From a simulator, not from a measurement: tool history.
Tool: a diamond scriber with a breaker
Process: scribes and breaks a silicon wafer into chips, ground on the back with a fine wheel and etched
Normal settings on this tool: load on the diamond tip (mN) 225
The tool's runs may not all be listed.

| run | hour | load on the diamond tip (mN) | incoming depth of the damage left on the back of the incoming wafer, um | depth of the median crack under the scribed line (µm) | chips rejected at inspection after the break (%) |
|---|---|---|---|---|---|
| 1 | 0 | 246 | 0.52 | 9.63 | 1.96 |
| 2 | 14.2 | 246 | 0.62 | 9.89 | 2.07 |
| 3 | 30.4 | 225 | 0.64 | 9.32 | 4.96 |
| 4 | 41.1 | 225 | 0.52 | 9.43 | 4.85 |
| 5 | 53 | 173 | 0.35 | 7.73 | 19.98 |
| 6 | 67.8 | 173 | 0.67 | 7.77 | 19.06 |
| 7 | 92.8 | 173 | 0.7 | 7.38 | 19.83 |
| 8 | 109.4 | 225 | 0.76 | 9.42 | 6.07 |
| 9 | 122 | 225 | 0.4 | 8.91 | 6.02 |
| 10 | 134.9 | 261 | 0.43 | 10.29 | 1.91 |
| 11 | 145.2 | 180 | 0.77 | 7.83 | 17.81 |
| 12 | 152.5 | 180 | 0.35 | 7.45 | 18.9 |
| 13 | 166.5 | 177 | 0.35 | 7.36 | 21 |
| 14 | 177.4 | 176 | 0.65 | 7.49 | 21.64 |
| 15 | 188.4 | 176 | 0.69 | 7.52 | 21.39 |
| 16 | 202.8 | 176 | 0.59 | 7.44 | 20.1 |
| 17 | 215.4 | 287 | 0.67 | 10.07 | 1.04 |
| 18 | 224.3 | 206 | 0.57 | 8.38 | 12 |
| 19 | 234 | 225 | 0.44 | 10.43 | 0.96 |
| 20 | 250.1 | 275 | 0.63 | 12.55 | 2.72 |
| 21 | 267.5 | 175 | 0.31 | 8.62 | 8.28 |
| 22 | 283.7 | 171 | 0.63 | 8.28 | 9.55 |
| 23 | 299.1 | 174 | 0.73 | 8.6 | 8.43 |
| 24 | 307.2 | 247 | 0.31 | 11.34 | 0.87 |
| 25 | 318.3 | 208 | 0.59 | 9.82 | 2.37 |
| 26 | 325.6 | 191 | 0.33 | 9.31 | 5.02 |
| 27 | 337 | 172 | 0.36 | 8.64 | 9.65 |
| 28 | 348.4 | 242 | 0.68 | 10.81 | 0.77 |
| 29 | 360.7 | 225 | 0.37 | 10.01 | 1.34 |
| 30 | 377.9 | 225 | 0.49 | 10.26 | 1.36 |
| 31 | 391.2 | 180 | 0.47 | 8.81 | 8.42 |
| 32 | 401.5 | 288 | 0.42 | 11.94 | 2.72 |

Missing from the log above: 2 entries noted between runs. For each, name the pair of listed runs it sits between and say how the tool's hidden condition differs from the listed run just before to the listed run just after:
After run 11, before run 12: load on the tip recalibrated (hour 147.8)
  share of the diamond tip's cutting effectiveness lost through wear, %: 24.5 -> 24.8
  what was measured, less what the result would be without the hidden state, depth of the median crack under the scribed line (µm): -1.62 -> -1.56; chips rejected at inspection after the break (%): +13.21 -> +14.09
After run 18, before run 19: diamond tip replaced by a new one (hour 229.3)
  share of the diamond tip's cutting effectiveness lost through wear, %: 27 -> 4.03
  what was measured, less what the result would be without the hidden state, depth of the median crack under the scribed line (µm): -1.96 -> -0.29; chips rejected at inspection after the break (%): +10.62 -> +0.13
